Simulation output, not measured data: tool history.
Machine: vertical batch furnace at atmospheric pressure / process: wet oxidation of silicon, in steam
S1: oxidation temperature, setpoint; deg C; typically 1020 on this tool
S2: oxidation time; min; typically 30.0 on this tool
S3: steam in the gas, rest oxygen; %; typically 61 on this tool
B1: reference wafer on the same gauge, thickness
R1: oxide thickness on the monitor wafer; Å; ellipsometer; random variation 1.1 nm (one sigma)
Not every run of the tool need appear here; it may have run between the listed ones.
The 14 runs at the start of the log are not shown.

| run | hour | S1 | S2 | S3 | B1 | R1 |
|---|---|---|---|---|---|---|
| 15 | 1169.1 | 1020 | 30.0 | 61 | 224.59 | 2482.5 |
| 16 | 1259.6 | 1020 | 30.0 | 61 | 224.86 | 2482.9 |
| 17 | 1339.5 | 1020 | 30.0 | 61 | 225.00 | 2495.9 |
| 18 | 1446.2 | 1020 | 16.0 | 61 | 224.72 | 1643.9 |
| 19 | 1522.4 | 1020 | 30.0 | 61 | 225.02 | 2471.1 |
| 20 | 1596.0 | 1020 | 30.0 | 52 | 225.11 | 2225.8 |
| 21 | 1672.2 | 1042 | 35.5 | 72 | 224.66 | 3414.8 |
| 22 | 1765.3 | 1034 | 22.0 | 58 | 224.55 | 2130.2 |
|  | 1827.1 | gauge calibrated |
|  | 1834.6 | thermocouples replaced and temperature profile calibrated |
| 23 | 1868.1 | 1020 | 43.0 | 56 | 224.83 | 2851.3 |
| 24 | 1959.7 | 1020 | 21.5 | 52 | 224.55 | 1734.6 |
|  | 2055.3 | steam generator serviced |
| 25 | 2055.8 | 1020 | 30.0 | 61 | 225.20 | 2516.7 |
| 26 | 2106.4 | 1020 | 30.0 | 64 | 225.16 | 2571.9 |
| 27 | 2172.0 | 1020 | 21.5 | 71 | 224.50 | 2222.7 |
| 28 | 2230.1 | 1008 | 35.5 | 61 | 224.67 | 2574.5 |
| 29 | 2299.2 | 1020 | 30.0 | 66 | 225.31 | 2610.2 |
| 30 | 2372.8 | 1011 | 42.0 | 54 | 225.07 | 2690.4 |
| 31 | 2422.3 | 1013 | 30.0 | 61 | 225.16 | 2349.5 |

Each row is a separate what-if for the run after 31, all from the same tool condition, not one after another. Results?
| A | 2426.4 | 1020 | 30.0 | 61 | ? | ? |
| B | 2426.4 | 995 | 20.0 | 68 | ? | ? |
| C | 2426.4 | 1020 | 38.5 | 53 | ? | ? |
| D | 2426.4 | 999 | 34.0 | 70 | ? | ? |

| run | B1 | R1 |
|---|---|---|
| A | 224.73 | 2472.4 |
| B | 224.73 | 1701.0 |
| C | 224.73 | 2650.3 |
| D | 224.73 | 2559.4 |
Had the tool no hidden state, the same runs would have come out as:
| run | R1 |
|---|---|
| A | 2509.5 |
| B | 1724.6 |
| C | 2690.4 |
| D | 2596.8 |
